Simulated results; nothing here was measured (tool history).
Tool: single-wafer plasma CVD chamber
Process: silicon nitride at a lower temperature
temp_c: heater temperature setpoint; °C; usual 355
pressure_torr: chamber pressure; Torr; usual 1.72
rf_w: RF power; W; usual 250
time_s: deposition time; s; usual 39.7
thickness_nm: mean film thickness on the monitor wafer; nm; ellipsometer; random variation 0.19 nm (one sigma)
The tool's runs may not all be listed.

| run | hour | temp_c | pressure_torr | rf_w | time_s | wafers since the last listed run | hours since the last thermocouple change | hours since the last RF generator calibration | hours since the last manometer calibration | hours since the showerhead was replaced | hours since the gauge calibration | read-back reference wafer on the same gauge, thickness_nm | thickness_nm |
|---|---|---|---|---|---|---|---|---|---|---|---|---|---|
| 1 | 0.0 | 355 | 1.59 | 250 | 39.7 | 0 | 1048.9 | 1902.5 | 1125.3 | 5040.5 | 151.5 | 35.602 | 35.942 |
|  | 20.0 | capacitance manometer re-zeroed and calibrated |
| 2 | 20.5 | 360 | 1.72 | 225 | 39.7 | 130 | 1069.4 | 1923.0 | 0.5 | 5061.0 | 172.0 | 35.682 | 32.580 |
|  | 37.7 | RF generator calibrated |
| 3 | 38.2 | 360 | 1.72 | 225 | 39.7 | 100 | 1087.1 | 0.5 | 18.2 | 5078.7 | 189.7 | 35.714 | 35.112 |
| 4 | 48.7 | 360 | 1.72 | 225 | 39.7 | 109 | 1097.6 | 11.0 | 28.7 | 5089.2 | 200.2 | 35.683 | 35.083 |
| 5 | 57.2 | 355 | 1.72 | 250 | 39.7 | 88 | 1106.1 | 19.5 | 37.2 | 5097.7 | 208.7 | 35.735 | 39.337 |
| 6 | 68.7 | 355 | 1.72 | 250 | 39.7 | 119 | 1117.6 | 31.0 | 48.7 | 5109.2 | 220.2 | 35.660 | 39.294 |
| 7 | 76.0 | 362 | 1.72 | 250 | 39.7 | 75 | 1124.9 | 38.3 | 56.0 | 5116.5 | 227.5 | 35.670 | 39.218 |
| 8 | 83.3 | 362 | 1.72 | 250 | 39.7 | 75 | 1132.2 | 45.6 | 63.3 | 5123.8 | 234.8 | 35.644 | 39.235 |
|  | 96.9 | showerhead replaced, of another model than before |
| 9 | 97.4 | 348 | 1.30 | 280 | 47.6 | 63 | 1146.3 | 59.7 | 77.4 | 0.5 | 248.9 | 35.748 | 43.624 |
| 10 | 102.9 | 369 | 1.72 | 250 | 39.7 | 57 | 1151.8 | 65.2 | 82.9 | 6.0 | 254.4 | 35.624 | 39.722 |
| 11 | 118.7 | 355 | 1.95 | 285 | 39.7 | 164 | 1167.6 | 81.0 | 98.7 | 21.8 | 270.2 | 35.706 | 45.493 |
| 12 | 135.3 | 355 | 1.72 | 250 | 39.7 | 172 | 1184.2 | 97.6 | 115.3 | 38.4 | 286.8 | 35.728 | 39.724 |
| 13 | 146.2 | 355 | 1.72 | 275 | 39.7 | 113 | 1195.1 | 108.5 | 126.2 | 49.3 | 297.7 | 35.669 | 42.418 |
| 14 | 163.3 | 355 | 1.72 | 275 | 39.7 | 178 | 1212.2 | 125.6 | 143.3 | 66.4 | 314.8 | 35.776 | 42.638 |
| 15 | 179.2 | 363 | 2.03 | 250 | 39.7 | 165 | 1228.1 | 141.5 | 159.2 | 82.3 | 330.7 | 35.638 | 41.993 |
| 16 | 190.9 | 366 | 1.72 | 250 | 39.7 | 121 | 1239.8 | 153.2 | 170.9 | 94.0 | 342.4 | 35.661 | 39.341 |
| 17 | 205.4 | 355 | 1.96 | 250 | 39.7 | 150 | 1254.3 | 167.7 | 185.4 | 108.5 | 356.9 | 35.634 | 41.709 |
| 18 | 218.7 | 366 | 1.86 | 250 | 39.7 | 138 | 1267.6 | 181.0 | 198.7 | 121.8 | 370.2 | 35.703 | 40.775 |
| 19 | 229.6 | 361 | 1.47 | 275 | 46.4 | 113 | 1278.5 | 191.9 | 209.6 | 132.7 | 381.1 | 35.754 | 45.349 |
|  | 251.3 | gauge calibrated |
|  | 267.5 | thermocouple changed; heater temperature recalibrated |
| 20 | 268.0 | 365 | 1.53 | 230 | 39.7 | 316 | 0.5 | 230.3 | 248.0 | 171.1 | 16.7 | 35.704 | 34.946 |
| 21 | 276.2 | 355 | 1.72 | 250 | 39.7 | 85 | 8.7 | 238.5 | 256.2 | 179.3 | 24.9 | 35.677 | 39.653 |
| 22 | 284.1 | 348 | 1.72 | 275 | 39.7 | 82 | 16.6 | 246.4 | 264.1 | 187.2 | 32.8 | 35.641 | 42.535 |
| 23 | 294.7 | 355 | 1.72 | 250 | 42.0 | 110 | 27.2 | 257.0 | 274.7 | 197.8 | 43.4 | 35.680 | 41.703 |
| 24 | 304.6 | 355 | 2.03 | 280 | 43.9 | 103 | 37.1 | 266.9 | 284.6 | 207.7 | 53.3 | 35.773 | 50.517 |
| 25 | 314.0 | 355 | 1.72 | 250 | 39.7 | 97 | 46.5 | 276.3 | 294.0 | 217.1 | 62.7 | 35.681 | 39.555 |
| 26 | 327.6 | 355 | 1.72 | 250 | 47.2 | 141 | 60.1 | 289.9 | 307.6 | 230.7 | 76.3 | 35.738 | 46.976 |
| 27 | 341.7 | 355 | 1.72 | 250 | 39.7 | 146 | 74.2 | 304.0 | 321.7 | 244.8 | 90.4 | 35.678 | 39.361 |
| 28 | 358.0 | 355 | 1.72 | 215 | 39.7 | 169 | 90.5 | 320.3 | 338.0 | 261.1 | 106.7 | 35.730 | 35.408 |
| 29 | 369.3 | 355 | 1.43 | 250 | 39.7 | 117 | 101.8 | 331.6 | 349.3 | 272.4 | 118.0 | 35.780 | 35.308 |
| 30 | 382.8 | 355 | 1.72 | 250 | 39.7 | 140 | 115.3 | 345.1 | 362.8 | 285.9 | 131.5 | 35.630 | 38.986 |

3 ways to go on from here, each from the tool as it stands after run 30. What would each give?
| A | 383.2 | 355 | 1.72 | 250 | 39.7 | 4 | 115.7 | 345.5 | 363.2 | 286.3 | 131.9 | ? | ? |
| B | 383.2 | 362 | 1.72 | 300 | 39.7 | 4 | 115.7 | 345.5 | 363.2 | 286.3 | 131.9 | ? | ? |
| C | 383.2 | 369 | 1.96 | 250 | 46.9 | 4 | 115.7 | 345.5 | 363.2 | 286.3 | 131.9 | ? | ? |

| run | read-back reference wafer on the same gauge, thickness_nm | thickness_nm |
|---|---|---|
| A | 35.759 | 39.430 |
| B | 35.759 | 44.629 |
| C | 35.759 | 49.134 |
Without the tool's hidden state the same runs would have given:
| run | thickness_nm |
|---|---|
| A | 40.514 |
| B | 45.812 |
| C | 50.484 |
